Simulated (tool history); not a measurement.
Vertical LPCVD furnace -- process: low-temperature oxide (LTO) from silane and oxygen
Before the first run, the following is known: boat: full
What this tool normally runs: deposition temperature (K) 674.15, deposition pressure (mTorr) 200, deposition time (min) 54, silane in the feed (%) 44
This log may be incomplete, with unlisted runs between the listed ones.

| run | day | deposition temperature (K) | deposition pressure (mTorr) | deposition time (min) | silane in the feed (%) | wafers since the last listed run | hours since the last temperature calibration | hours since the pressure gauge was zeroed | hours since the silane flow controller was replaced | hours since the gauge calibration | read-back reference wafer on the same gauge, thickness | film thickness on the monitor wafer in the middle of the boat (angstrom) |
|---|---|---|---|---|---|---|---|---|---|---|---|---|
| 1 | 0 | 674.15 | 200 | 54 | 44 | 0 | 85.4 | 3379.5 | 1797.8 | 648.7 | 540.96 | 5262.1 |
| 2 | 1.45 | 674.15 | 200 | 54 | 44 | 410 | 120.2 | 3414.3 | 1832.6 | 683.5 | 539.67 | 5238.8 |
| 3 | 2.908 | 674.15 | 200 | 54 | 44 | 413 | 155.2 | 3449.3 | 1867.6 | 718.5 | 540.78 | 5294.3 |
| 4 | 3.583 | 674.15 | 200 | 54 | 39 | 191 | 171.4 | 3465.5 | 1883.8 | 734.7 | 540.29 | 4638.4 |
| 5 | 4.196 | 674.15 | 200 | 54 | 44 | 173 | 186.1 | 3480.2 | 1898.5 | 749.4 | 540.43 | 5275.4 |
| 6 | 4.867 | 674.15 | 200 | 54 | 44 | 190 | 202.2 | 3496.3 | 1914.6 | 765.5 | 539.73 | 5295.4 |
| 7 | 5.783 | 674.15 | 200 | 54 | 44 | 259 | 224.2 | 3518.3 | 1936.6 | 787.5 | 540.4 | 5293.1 |
| 8 | 6.638 | 674.15 | 200 | 46.5 | 41 | 242 | 244.7 | 3538.8 | 1957.1 | 808 | 540.27 | 4248 |
| 9 | 7.233 | 674.15 | 200 | 54 | 44 | 168 | 259 | 3553.1 | 1971.4 | 822.3 | 540.13 | 5296.6 |
|  | 8.062 | gauge calibrated |
| 10 | 8.367 | 674.15 | 240 | 54 | 44 | 321 | 286.2 | 3580.3 | 1998.6 | 7.3 | 539.66 | 6355.7 |
| 11 | 9.104 | 678.15 | 200 | 54 | 44 | 208 | 303.9 | 3598 | 2016.3 | 25 | 540.81 | 5559.3 |
| 12 | 10.579 | 674.15 | 245 | 54 | 44 | 417 | 339.3 | 3633.4 | 2051.7 | 60.4 | 540.3 | 6511.7 |
| 13 | 11.179 | 674.15 | 200 | 54 | 44 | 170 | 353.7 | 3647.8 | 2066.1 | 74.8 | 540.65 | 5332.4 |
| 14 | 12.654 | 674.15 | 215 | 33 | 48 | 417 | 389.1 | 3683.2 | 2101.5 | 110.2 | 540.16 | 3783.2 |
| 15 | 13.383 | 682.15 | 200 | 54 | 44 | 206 | 406.6 | 3700.7 | 2119 | 127.7 | 539.67 | 5808 |
|  | 14.642 | pressure gauge zeroed |
| 16 | 14.662 | 663.15 | 200 | 54 | 44 | 79 | 437.3 | 0.5 | 2149.7 | 158.4 | 539.56 | 4751.1 |
|  | 16.229 | silane flow controller replaced |
| 17 | 16.25 | 674.15 | 200 | 54 | 37 | 166 | 475.4 | 38.6 | 0.5 | 196.5 | 539.66 | 4237.7 |
| 18 | 16.542 | 674.15 | 200 | 54 | 36 | 82 | 482.4 | 45.6 | 7.5 | 203.5 | 540.18 | 4091.2 |
| 19 | 17.471 | 674.15 | 200 | 54 | 44 | 263 | 504.7 | 67.9 | 29.8 | 225.8 | 539.82 | 5200.9 |
| 20 | 18.129 | 674.15 | 200 | 54 | 44 | 186 | 520.5 | 83.7 | 45.6 | 241.6 | 540.37 | 5214.5 |
| 21 | 19.246 | 674.15 | 240 | 54 | 44 | 316 | 547.3 | 110.5 | 72.4 | 268.4 | 540.18 | 6252.5 |
| 22 | 19.75 | 674.15 | 200 | 54 | 44 | 142 | 559.4 | 122.6 | 84.5 | 280.5 | 539.75 | 5231.4 |
| 23 | 20.462 | 664.15 | 200 | 54 | 49 | 201 | 576.5 | 139.7 | 101.6 | 297.6 | 540.47 | 5225.5 |
| 24 | 21.9 | 674.15 | 245 | 38 | 40 | 407 | 611 | 174.2 | 136.1 | 332.1 | 539.88 | 4069.8 |
| 25 | 22.938 | 674.15 | 200 | 54 | 44 | 293 | 635.9 | 199.1 | 161 | 357 | 540.03 | 5242.6 |
| 26 | 23.55 | 665.15 | 200 | 54 | 47 | 173 | 650.6 | 213.8 | 175.7 | 371.7 | 540.31 | 5108 |
| 27 | 24.408 | 674.15 | 165 | 74.5 | 44 | 243 | 671.2 | 234.4 | 196.3 | 392.3 | 539.43 | 5998.7 |
| 28 | 25.8 | 674.15 | 180 | 63 | 44 | 394 | 704.6 | 267.8 | 229.7 | 425.7 | 539.83 | 5522.3 |
| 29 | 26.712 | 674.15 | 215 | 54 | 44 | 258 | 726.5 | 289.7 | 251.6 | 447.6 | 539.66 | 5665.6 |
| 30 | 28.046 | 679.15 | 200 | 54 | 41 | 377 | 758.5 | 321.7 | 283.6 | 479.6 | 539.59 | 5167 |

What if the next run were any one of these 5? Each begins from the tool's condition after run 30:
| A | 28.275 | 674.15 | 200 | 54 | 44 | 64 | 764 | 327.2 | 289.1 | 485.1 | ? | ? |
| B | 28.275 | 681.15 | 170 | 34 | 44 | 64 | 764 | 327.2 | 289.1 | 485.1 | ? | ? |
| C | 28.275 | 668.15 | 200 | 75 | 44 | 64 | 764 | 327.2 | 289.1 | 485.1 | ? | ? |
| D | 28.275 | 674.15 | 235 | 54 | 44 | 64 | 764 | 327.2 | 289.1 | 485.1 | ? | ? |
| E | 28.275 | 674.15 | 200 | 54 | 44 | 64 | 764 | 327.2 | 289.1 | 485.1 | ? | ? |

| run | read-back reference wafer on the same gauge, thickness | film thickness on the monitor wafer in the middle of the boat (angstrom) |
|---|---|---|
| A | 540.1 | 5290.6 |
| B | 540.1 | 3043.6 |
| C | 540.1 | 6895.4 |
| D | 540.1 | 6216.4 |
| E | 540.1 | 5290.6 |
Take away the tool's hidden state, keep each run's random variation, and the runs would have read:
| run | film thickness on the monitor wafer in the middle of the boat (angstrom) |
|---|---|
| A | 5055.3 |
| B | 2911.8 |
| C | 6581.8 |
| D | 5940 |
| E | 5055.3 |

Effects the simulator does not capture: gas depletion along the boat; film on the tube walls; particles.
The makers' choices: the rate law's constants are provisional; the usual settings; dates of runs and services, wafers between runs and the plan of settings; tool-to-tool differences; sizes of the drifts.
